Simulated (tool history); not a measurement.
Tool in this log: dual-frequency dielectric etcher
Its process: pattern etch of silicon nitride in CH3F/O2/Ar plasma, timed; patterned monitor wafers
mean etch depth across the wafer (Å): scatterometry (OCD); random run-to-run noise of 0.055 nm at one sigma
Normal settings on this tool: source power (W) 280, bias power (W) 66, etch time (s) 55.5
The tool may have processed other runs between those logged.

run,hour,source power (W),bias power (W),etch time (s),"read-back reference wafer on the same gauge, depth_nm",mean etch depth across the wafer (Å)
1,0.0,280,66,55.5,30.10,365.4
2,45.6,280,66,55.5,30.10,366.2
3,127.3,280,66,55.5,30.09,364.8
4,172.9,280,73,55.5,30.10,372.2
5,263.1,280,73,55.5,30.10,369.3
6,313.5,280,66,55.5,30.10,369.2
7,385.4,280,66,55.5,30.10,369.0
8,438.4,280,66,55.5,30.10,367.6
9,532.2,280,69,55.5,30.10,369.6
10,617.9,280,69,55.5,30.09,365.3
11,668.7,280,69,55.5,30.10,365.5
12,721.0,280,56,55.5,30.10,351.1
13,769.4,280,74,45.0,30.10,302.7
14,908.3,280,52,55.5,30.10,350.5
15,1001.2,280,66,47.5,30.10,310.8
16,1046.1,330,72,55.5,30.10,382.5
17,1101.6,280,66,44.5,30.10,290.0
18,1168.8,300,66,68.5,30.10,451.5
19,1248.1,280,74,45.0,30.10,305.6
20,1325.1,280,66,47.5,30.10,315.2
21,1409.2,220,51,70.0,30.10,421.3
22,1474.4,220,79,55.5,30.10,361.2
23,1520.3,310,72,64.5,30.10,441.4
24,1573.9,280,66,45.0,30.09,295.3

Missing from the log above: 7 entries noted between runs. For each, name the pair of listed runs it sits between and say how the tool's hidden condition differs from the listed run just before to the listed run just after:
Runs 5 to 6: wet clean of the chamber (hour 298.4)
  etch rate over this chamber's usual, %: -1.78 -> 0.183; bias power that arrives over what is set, %: 5.1 -> 5.14
  measured less the result without the state, mean etch depth across the wafer (Å): -3.2 -> +4.1
Runs 9 to 10: bias power generator calibrated (hour 569.7)
  etch rate over this chamber's usual, %: -0.699 -> -1.05; bias power that arrives over what is set, %: 5.26 -> 1.45
  measured less the result without the state, mean etch depth across the wafer (Å): +1.0 -> -2.9
Runs 12 to 13: gauge calibrated (hour 756.3); wet clean of the chamber (hour 768.9)
  etch rate over this chamber's usual, %: -1.46 -> -0.273; bias power that arrives over what is set, %: 2.02 -> 2.26
  measured less the result without the state, mean etch depth across the wafer (Å): -4.0 -> +0.4
Runs 13 to 14: upper electrode replaced (hour 854.9)
  etch rate over this chamber's usual, %: -0.273 -> -0.834; bias power that arrives over what is set, %: 2.26 -> 2.88
  measured less the result without the state, mean etch depth across the wafer (Å): +0.4 -> -1.1
Runs 14 to 15: source power generator calibrated (hour 943.0)
  etch rate over this chamber's usual, %: -0.834 -> -1.21; bias power that arrives over what is set, %: 2.88 -> 3.25
  measured less the result without the state, mean etch depth across the wafer (Å): -1.1 -> -2.0
Runs 18 to 19: wet clean of the chamber (hour 1238.9)
  etch rate over this chamber's usual, %: -1.88 -> 0.282; bias power that arrives over what is set, %: 3.82 -> 4.05
  measured less the result without the state, mean etch depth across the wafer (Å): -5.4 -> +3.1
